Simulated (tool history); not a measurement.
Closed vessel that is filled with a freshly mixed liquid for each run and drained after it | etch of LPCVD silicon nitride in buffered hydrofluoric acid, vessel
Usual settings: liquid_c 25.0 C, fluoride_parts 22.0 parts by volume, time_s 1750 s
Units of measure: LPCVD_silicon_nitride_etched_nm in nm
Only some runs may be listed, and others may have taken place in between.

run,hour,liquid_c,fluoride_parts,time_s,wafers since the last listed run,hours since the thermometer was replaced,hours since the hydrofluoric acid flow meter was replaced,hours since the gauge calibration,"read-back film thickness of the LPCVD silicon nitride reference wafer, read on the same gauge (nm)",LPCVD_silicon_nitride_etched_nm
1,0.0,25.0,22.0,1750,0,1040.0,598.5,724.5,80.04,11.54
# hour 16.5: hydrofluoric acid flow meter replaced
2,80.8,25.0,22.0,1750,3504,1120.8,64.3,805.3,80.00,12.26
3,119.7,25.0,22.0,1750,1708,1159.7,103.2,844.2,80.03,12.25
4,171.4,25.0,22.0,1750,2270,1211.4,154.9,895.9,79.99,12.34
5,262.4,25.0,22.0,1750,3996,1302.4,245.9,986.9,80.03,12.13
6,302.8,25.0,22.0,1750,1774,1342.8,286.3,1027.3,80.01,11.86
7,364.8,25.0,22.0,1750,2722,1404.8,348.3,1089.3,80.02,12.13
8,468.8,25.0,22.0,1750,4567,1508.8,452.3,1193.3,80.03,12.04
9,507.4,25.0,22.0,1750,1695,1547.4,490.9,1231.9,80.00,12.04
10,565.2,25.0,22.0,1750,2538,1605.2,548.7,1289.7,80.03,11.99
11,606.1,25.0,22.0,1750,1796,1646.1,589.6,1330.6,80.01,12.05
12,656.4,25.0,29.0,1750,2209,1696.4,639.9,1380.9,80.01,9.66
13,728.0,25.0,22.0,1750,3144,1768.0,711.5,1452.5,80.03,11.80
# hour 777.2: thermometer replaced
# hour 782.3: hydrofluoric acid flow meter replaced
14,806.3,22.5,17.0,2455,3350,29.1,24.0,1530.8,80.01,16.17
15,866.9,25.0,30.0,1750,2661,89.7,84.6,1591.4,80.00,8.66
16,958.9,25.0,28.5,1170,4040,181.7,176.6,1683.4,80.04,6.04
17,1024.5,27.5,22.0,2550,2880,247.3,242.2,1749.0,79.97,18.22
# hour 1057.7: hydrofluoric acid flow meter replaced, repeated, since the last time left the tool worse
18,1124.4,25.0,22.0,1750,4343,347.2,66.7,1848.9,80.01,12.20
# hour 1126.8: gauge calibrated
19,1330.9,25.0,18.0,1750,9068,553.7,273.2,204.1,80.02,14.42

Expected results for the next run?
20,1404.4,25.0,22.0,1750,3227,627.2,346.7,277.6,?,?

read-back film thickness of the LPCVD silicon nitride reference wafer, read on the same gauge (nm): 79.95
LPCVD_silicon_nitride_etched_nm: 11.88 nm
Had the tool carried no hidden state, the very same run would have given LPCVD_silicon_nitride_etched_nm 12.23 nm.

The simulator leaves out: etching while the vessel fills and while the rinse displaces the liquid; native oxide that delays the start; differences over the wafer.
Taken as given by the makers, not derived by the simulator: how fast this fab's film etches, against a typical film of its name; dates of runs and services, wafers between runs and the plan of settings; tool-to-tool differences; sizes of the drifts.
